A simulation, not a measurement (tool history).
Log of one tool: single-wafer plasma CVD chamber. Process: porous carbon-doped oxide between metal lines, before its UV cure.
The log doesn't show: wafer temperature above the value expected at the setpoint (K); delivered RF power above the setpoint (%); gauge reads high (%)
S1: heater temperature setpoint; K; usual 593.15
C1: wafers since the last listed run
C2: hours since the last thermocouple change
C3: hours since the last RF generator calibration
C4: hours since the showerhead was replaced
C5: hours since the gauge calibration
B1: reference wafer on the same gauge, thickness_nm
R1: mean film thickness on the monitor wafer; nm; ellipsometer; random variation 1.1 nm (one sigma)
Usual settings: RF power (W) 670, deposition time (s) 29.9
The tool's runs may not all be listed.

{"run": 1, "day": 0.0, "S1": 593.15, "RF power (W)": 670, "deposition time (s)": 29.9, "C1": 0, "C2": 3074.3, "C3": 1141.0, "C4": 3732.1, "C5": 286.6, "B1": 177.981, "R1": 191.459}
{"day": 2.617, "done": "gauge calibrated"}
{"run": 2, "day": 4.233, "S1": 593.15, "RF power (W)": 670, "deposition time (s)": 29.9, "C1": 1630, "C2": 3175.9, "C3": 1242.6, "C4": 3833.7, "C5": 38.8, "B1": 177.931, "R1": 190.905}
{"day": 8.667, "done": "showerhead replaced"}
{"day": 8.9, "done": "thermocouple changed; heater temperature recalibrated"}
{"run": 3, "day": 8.921, "S1": 596.15, "RF power (W)": 670, "deposition time (s)": 29.9, "C1": 1586, "C2": 0.5, "C3": 1355.1, "C4": 6.1, "C5": 151.3, "B1": 177.734, "R1": 186.407}
{"run": 4, "day": 9.792, "S1": 596.15, "RF power (W)": 670, "deposition time (s)": 29.9, "C1": 335, "C2": 21.4, "C3": 1376.0, "C4": 27.0, "C5": 172.2, "B1": 178.318, "R1": 188.569}
{"run": 5, "day": 11.225, "S1": 596.15, "RF power (W)": 670, "deposition time (s)": 29.9, "C1": 552, "C2": 55.8, "C3": 1410.4, "C4": 61.4, "C5": 206.6, "B1": 177.937, "R1": 188.876}
{"run": 6, "day": 12.112, "S1": 593.15, "RF power (W)": 585, "deposition time (s)": 29.9, "C1": 341, "C2": 77.1, "C3": 1431.7, "C4": 82.7, "C5": 227.9, "B1": 177.883, "R1": 181.882}
{"run": 7, "day": 12.9, "S1": 593.15, "RF power (W)": 585, "deposition time (s)": 29.9, "C1": 303, "C2": 96.0, "C3": 1450.6, "C4": 101.6, "C5": 246.8, "B1": 177.93, "R1": 183.436}
{"run": 8, "day": 13.6, "S1": 593.15, "RF power (W)": 585, "deposition time (s)": 29.9, "C1": 269, "C2": 112.8, "C3": 1467.4, "C4": 118.4, "C5": 263.6, "B1": 177.797, "R1": 181.78}
{"run": 9, "day": 14.279, "S1": 593.15, "RF power (W)": 670, "deposition time (s)": 33.0, "C1": 261, "C2": 129.1, "C3": 1483.7, "C4": 134.7, "C5": 279.9, "B1": 177.952, "R1": 210.953}
{"day": 14.392, "done": "gauge calibrated"}
{"day": 14.95, "done": "RF generator calibrated"}
{"run": 10, "day": 15.742, "S1": 593.15, "RF power (W)": 670, "deposition time (s)": 29.9, "C1": 434, "C2": 164.2, "C3": 19.0, "C4": 169.8, "C5": 32.4, "B1": 177.641, "R1": 192.701}
{"run": 11, "day": 16.267, "S1": 593.15, "RF power (W)": 670, "deposition time (s)": 29.9, "C1": 202, "C2": 176.8, "C3": 31.6, "C4": 182.4, "C5": 45.0, "B1": 177.935, "R1": 191.828}
{"run": 12, "day": 17.446, "S1": 607.15, "RF power (W)": 670, "deposition time (s)": 29.9, "C1": 454, "C2": 205.1, "C3": 59.9, "C4": 210.7, "C5": 73.3, "B1": 178.05, "R1": 180.902}
{"run": 13, "day": 18.871, "S1": 607.15, "RF power (W)": 670, "deposition time (s)": 26.1, "C1": 548, "C2": 239.3, "C3": 94.1, "C4": 244.9, "C5": 107.5, "B1": 178.022, "R1": 158.016}
{"run": 14, "day": 19.833, "S1": 593.15, "RF power (W)": 630, "deposition time (s)": 27.7, "C1": 370, "C2": 262.4, "C3": 117.2, "C4": 268.0, "C5": 130.6, "B1": 178.142, "R1": 173.673}
{"run": 15, "day": 21.042, "S1": 605.15, "RF power (W)": 775, "deposition time (s)": 24.7, "C1": 465, "C2": 291.4, "C3": 146.2, "C4": 297.0, "C5": 159.6, "B1": 177.814, "R1": 158.779}
{"run": 16, "day": 21.621, "S1": 597.15, "RF power (W)": 670, "deposition time (s)": 27.1, "C1": 223, "C2": 305.3, "C3": 160.1, "C4": 310.9, "C5": 173.5, "B1": 177.647, "R1": 169.527}
{"run": 17, "day": 22.662, "S1": 593.15, "RF power (W)": 780, "deposition time (s)": 33.5, "C1": 401, "C2": 330.3, "C3": 185.1, "C4": 335.9, "C5": 198.5, "B1": 177.947, "R1": 230.96}
{"run": 18, "day": 23.238, "S1": 593.15, "RF power (W)": 670, "deposition time (s)": 29.9, "C1": 221, "C2": 344.1, "C3": 198.9, "C4": 349.7, "C5": 212.3, "B1": 178.061, "R1": 192.952}
{"run": 19, "day": 23.938, "S1": 593.15, "RF power (W)": 670, "deposition time (s)": 29.9, "C1": 269, "C2": 360.9, "C3": 215.7, "C4": 366.5, "C5": 229.1, "B1": 177.947, "R1": 191.867}
{"run": 20, "day": 25.262, "S1": 583.15, "RF power (W)": 670, "deposition time (s)": 32.8, "C1": 510, "C2": 392.7, "C3": 247.5, "C4": 398.3, "C5": 260.9, "B1": 178.07, "R1": 218.022}
{"run": 21, "day": 26.125, "S1": 593.15, "RF power (W)": 635, "deposition time (s)": 29.9, "C1": 332, "C2": 413.4, "C3": 268.2, "C4": 419.0, "C5": 281.6, "B1": 177.931, "R1": 187.935}

4 ways to go on from here, each from the tool as it stands after run 21. What would each give?
{"run": "A", "day": 26.142, "S1": 589.15, "RF power (W)": 670, "deposition time (s)": 29.9, "C1": 6, "C2": 413.8, "C3": 268.6, "C4": 419.4, "C5": 282.0, "B1": "?", "R1": "?"}
{"run": "B", "day": 26.142, "S1": 597.15, "RF power (W)": 740, "deposition time (s)": 34.5, "C1": 6, "C2": 413.8, "C3": 268.6, "C4": 419.4, "C5": 282.0, "B1": "?", "R1": "?"}
{"run": "C", "day": 26.142, "S1": 601.15, "RF power (W)": 670, "deposition time (s)": 35.1, "C1": 6, "C2": 413.8, "C3": 268.6, "C4": 419.4, "C5": 282.0, "B1": "?", "R1": "?"}
{"run": "D", "day": 26.142, "S1": 600.15, "RF power (W)": 770, "deposition time (s)": 26.2, "C1": 6, "C2": 413.8, "C3": 268.6, "C4": 419.4, "C5": 282.0, "B1": "?", "R1": "?"}

run=A B1=178.042 R1=193.407
run=B B1=178.042 R1=223.320
run=C B1=178.042 R1=213.838
run=D B1=178.042 R1=171.623
Without the tool's hidden state the same runs would have given:
run=A R1=193.407
run=B R1=223.320
run=C R1=213.838
run=D R1=171.623

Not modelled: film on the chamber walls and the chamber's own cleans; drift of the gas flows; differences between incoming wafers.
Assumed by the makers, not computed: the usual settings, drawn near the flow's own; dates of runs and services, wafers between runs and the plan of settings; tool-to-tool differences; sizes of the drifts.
